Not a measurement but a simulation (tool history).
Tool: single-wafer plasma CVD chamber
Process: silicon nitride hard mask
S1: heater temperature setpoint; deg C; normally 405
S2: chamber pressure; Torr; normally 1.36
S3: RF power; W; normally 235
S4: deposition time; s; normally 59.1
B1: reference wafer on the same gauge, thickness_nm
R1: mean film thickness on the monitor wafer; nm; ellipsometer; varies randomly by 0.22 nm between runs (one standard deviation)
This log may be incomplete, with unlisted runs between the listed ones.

run   hour   S1    S2   S3    S4      B1      R1
  1      0  405  1.36  235  59.1  49.757  53.991
  2   12.1  405  1.36  235  59.1  49.635  53.663
  3   32.3  405  1.36  220  59.1  49.712  50.924
  4     52  405  1.36  220  59.1  49.711   51.26
  5   87.6  400  1.36  235  59.1  49.665  54.074
  6  123.6  405  1.36  250  59.1  49.731  56.082
     135.9  -- gauge calibrated
  7  154.7  405  1.36  235  59.1  49.695  53.744
     169.2  -- showerhead replaced
  8  169.7  405  1.36  235  59.1  49.655  53.522
       188  -- RF generator calibrated
  9  188.5  405  1.36  235  59.1  49.717  51.809
     206.3  -- thermocouple changed; heater temperature recalibrated
 10  206.8  405  1.36  260  59.1  49.722  55.709
 11  229.8  417   1.7  270  50.6  49.752  52.426
 12  247.5  416  1.46  215  69.6  49.695  57.951
 13  282.7  410  1.36  205  59.1  49.739  47.147
 14  317.7  405  1.36  235  59.1  49.752  51.438
     328.2  -- RF generator calibrated, repeated, since the last time left the tool worse
 15  330.3  405  1.36  235  62.6  49.685  58.748
     343.7  -- capacitance manometer re-zeroed and calibrated
 16  349.7  405  1.61  235  59.1  49.701  58.824
 17  385.5  420  1.36  235  59.1  49.672  55.023
 18  417.7  405  1.04  205  49.6   49.75  37.974
 19  443.8  405  1.36  235  59.1   49.69  55.123
 20  470.5  419  1.07  235  55.4    49.7   47.21
 21    501  405  1.36  235  59.1  49.687  55.172
 22  515.4  400  1.36  200  63.5  49.694  53.108
 23  531.4  410  1.36  205  59.1  49.706  49.779

The next listed run, before its measurement:
 24  566.2  405  1.11  195  59.1   ?   ?

B1: 49.749
R1: 44.383 nm
With no hidden state in the tool, this same run would have given R1 44.922 nm.

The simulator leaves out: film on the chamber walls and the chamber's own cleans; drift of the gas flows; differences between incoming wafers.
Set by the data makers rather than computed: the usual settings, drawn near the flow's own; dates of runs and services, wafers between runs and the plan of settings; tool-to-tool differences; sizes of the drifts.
